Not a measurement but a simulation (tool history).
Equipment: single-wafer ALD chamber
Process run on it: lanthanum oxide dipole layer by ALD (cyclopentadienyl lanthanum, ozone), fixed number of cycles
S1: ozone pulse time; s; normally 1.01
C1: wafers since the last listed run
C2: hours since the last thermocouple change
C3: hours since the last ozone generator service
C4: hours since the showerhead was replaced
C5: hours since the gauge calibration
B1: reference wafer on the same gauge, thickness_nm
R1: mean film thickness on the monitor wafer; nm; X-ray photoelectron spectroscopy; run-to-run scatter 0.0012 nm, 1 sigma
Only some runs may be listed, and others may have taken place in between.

{"run": 1, "day": 0.0, "S1": 0.85, "C1": 0, "C2": 1854.4, "C3": 509.6, "C4": 4893.9, "C5": 433.9, "B1": 0.439, "R1": 0.434}
{"run": 2, "day": 1.933, "S1": 0.85, "C1": 507, "C2": 1900.8, "C3": 556.0, "C4": 4940.3, "C5": 480.3, "B1": 0.438, "R1": 0.436}
{"run": 3, "day": 3.175, "S1": 0.8, "C1": 325, "C2": 1930.6, "C3": 585.8, "C4": 4970.1, "C5": 510.1, "B1": 0.437, "R1": 0.41}
{"run": 4, "day": 5.262, "S1": 1.19, "C1": 547, "C2": 1980.7, "C3": 635.9, "C4": 5020.2, "C5": 560.2, "B1": 0.438, "R1": 0.525}
{"day": 9.883, "done": "ozone generator serviced"}
{"run": 5, "day": 13.871, "S1": 1.19, "C1": 2171, "C2": 2187.3, "C3": 95.7, "C4": 5226.8, "C5": 766.8, "B1": 0.438, "R1": 0.529}
{"run": 6, "day": 14.938, "S1": 1.19, "C1": 279, "C2": 2212.9, "C3": 121.3, "C4": 5252.4, "C5": 792.4, "B1": 0.438, "R1": 0.528}
{"run": 7, "day": 16.183, "S1": 1.01, "C1": 326, "C2": 2242.8, "C3": 151.2, "C4": 5282.3, "C5": 822.3, "B1": 0.439, "R1": 0.495}
{"day": 22.633, "done": "showerhead replaced"}
{"run": 8, "day": 22.746, "S1": 1.01, "C1": 1634, "C2": 2400.3, "C3": 308.7, "C4": 2.7, "C5": 979.8, "B1": 0.437, "R1": 0.495}
{"run": 9, "day": 25.021, "S1": 1.01, "C1": 597, "C2": 2454.9, "C3": 363.3, "C4": 57.3, "C5": 1034.4, "B1": 0.438, "R1": 0.493}
{"run": 10, "day": 27.896, "S1": 1.17, "C1": 754, "C2": 2523.9, "C3": 432.3, "C4": 126.3, "C5": 1103.4, "B1": 0.438, "R1": 0.525}
{"run": 11, "day": 30.262, "S1": 1.17, "C1": 621, "C2": 2580.7, "C3": 489.1, "C4": 183.1, "C5": 1160.2, "B1": 0.438, "R1": 0.526}
{"run": 12, "day": 32.204, "S1": 1.19, "C1": 509, "C2": 2627.3, "C3": 535.7, "C4": 229.7, "C5": 1206.8, "B1": 0.438, "R1": 0.526}
{"run": 13, "day": 34.012, "S1": 1.4, "C1": 474, "C2": 2670.7, "C3": 579.1, "C4": 273.1, "C5": 1250.2, "B1": 0.438, "R1": 0.55}
{"run": 14, "day": 35.525, "S1": 1.13, "C1": 396, "C2": 2707.0, "C3": 615.4, "C4": 309.4, "C5": 1286.5, "B1": 0.437, "R1": 0.519}
{"run": 15, "day": 37.254, "S1": 1.01, "C1": 453, "C2": 2748.5, "C3": 656.9, "C4": 350.9, "C5": 1328.0, "B1": 0.438, "R1": 0.489}
{"day": 38.267, "done": "gauge calibrated"}
{"day": 40.617, "done": "thermocouple changed; heater temperature recalibrated"}
{"run": 16, "day": 41.021, "S1": 0.69, "C1": 901, "C2": 9.7, "C3": 747.3, "C4": 441.3, "C5": 66.1, "B1": 0.438, "R1": 0.338}
{"day": 42.667, "done": "ozone generator serviced"}
{"run": 17, "day": 44.538, "S1": 1.36, "C1": 835, "C2": 94.1, "C3": 44.9, "C4": 525.7, "C5": 150.5, "B1": 0.438, "R1": 0.549}
{"run": 18, "day": 46.896, "S1": 1.01, "C1": 618, "C2": 150.7, "C3": 101.5, "C4": 582.3, "C5": 207.1, "B1": 0.438, "R1": 0.495}
{"run": 19, "day": 47.925, "S1": 1.19, "C1": 270, "C2": 175.4, "C3": 126.2, "C4": 607.0, "C5": 231.8, "B1": 0.438, "R1": 0.529}
{"run": 20, "day": 50.312, "S1": 0.73, "C1": 626, "C2": 232.7, "C3": 183.5, "C4": 664.3, "C5": 289.1, "B1": 0.438, "R1": 0.373}

Forecast run 21:
{"run": 21, "day": 51.758, "S1": 1.35, "C1": 379, "C2": 267.4, "C3": 218.2, "C4": 699.0, "C5": 323.8, "B1": "?", "R1": "?"}

B1: 0.437
R1: 0.548 nm
The same run, on a tool lacking any hidden state, would have yielded R1 0.549 nm.

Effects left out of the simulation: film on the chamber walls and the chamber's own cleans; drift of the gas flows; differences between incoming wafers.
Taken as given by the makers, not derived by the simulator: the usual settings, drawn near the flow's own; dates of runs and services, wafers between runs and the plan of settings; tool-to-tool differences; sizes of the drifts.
